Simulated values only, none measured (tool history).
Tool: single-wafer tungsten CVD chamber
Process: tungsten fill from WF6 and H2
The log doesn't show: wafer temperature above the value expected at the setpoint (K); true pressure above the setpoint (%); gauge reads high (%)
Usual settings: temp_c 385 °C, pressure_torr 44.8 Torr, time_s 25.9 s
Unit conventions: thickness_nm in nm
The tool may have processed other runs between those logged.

run,hour,temp_c,pressure_torr,time_s,wafers since the last listed run,hours since the last thermocouple change,hours since the last manometer calibration,hours since the showerhead was replaced,hours since the gauge calibration,"read-back reference wafer on the same gauge, thickness_nm",thickness_nm
1,0.0,385,44.8,25.9,0,788.2,389.2,5619.3,943.9,52.927,65.001
2,61.9,385,44.8,25.9,1817,850.1,451.1,5681.2,1005.8,52.887,65.114
3,110.9,385,44.8,25.9,1438,899.1,500.1,5730.2,1054.8,52.889,65.501
4,163.0,385,44.8,25.9,1529,951.2,552.2,5782.3,1106.9,52.925,65.254
5,211.2,385,44.8,23.7,1415,999.4,600.4,5830.5,1155.1,52.932,59.682
6,296.7,385,44.8,23.7,2510,1084.9,685.9,5916.0,1240.6,53.020,59.639
# hour 457.3: gauge calibrated
7,615.9,385,44.8,25.9,9373,1404.1,1005.1,6235.2,158.6,52.890,65.826
8,704.7,385,44.8,25.9,2607,1492.9,1093.9,6324.0,247.4,52.949,65.972
# hour 773.5: showerhead replaced
9,778.2,385,44.8,25.9,1923,1566.4,1167.4,4.7,320.9,52.897,66.423
# hour 793.5: thermocouple changed; heater temperature recalibrated
10,836.5,392,54.4,25.9,1477,43.0,1225.7,63.0,379.2,52.896,79.055
11,881.7,385,44.8,25.9,1327,88.2,1270.9,108.2,424.4,52.875,62.607
12,936.9,385,41.3,25.9,1620,143.4,1326.1,163.4,479.6,52.869,60.685
# hour 984.0: capacitance manometer re-zeroed and calibrated
# hour 1019.6: thermocouple changed; heater temperature recalibrated, repeated, since the last time left the tool worse
13,1034.8,385,39.4,27.3,2405,15.2,50.8,261.3,577.5,52.938,64.975
14,1132.2,385,44.8,25.9,2860,112.6,148.2,358.7,674.9,52.932,64.440
15,1182.1,380,51.9,25.9,1465,162.5,198.1,408.6,724.8,53.033,61.251
16,1263.5,372,44.8,23.2,2390,243.9,279.5,490.0,806.2,52.923,42.846

Consider 5 possible next runs. They are alternatives, not a sequence: every one starts from the tool as it was left by run 16. What does each give?
A,1263.9,371,44.8,25.9,11,244.3,279.9,490.4,806.6,?,?
B,1263.9,394,50.3,23.2,11,244.3,279.9,490.4,806.6,?,?
C,1263.9,385,48.7,29.0,11,244.3,279.9,490.4,806.6,?,?
D,1263.9,385,55.4,23.4,11,244.3,279.9,490.4,806.6,?,?
E,1263.9,385,38.5,27.8,11,244.3,279.9,490.4,806.6,?,?

run,"read-back reference wafer on the same gauge, thickness_nm",thickness_nm
A,52.954,46.390
B,52.954,73.456
C,52.954,74.452
D,52.954,63.049
E,52.954,65.309
What these runs would have given with no unlogged condition in the tool:
run,thickness_nm
A,46.507
B,73.618
C,74.625
D,63.196
E,65.461
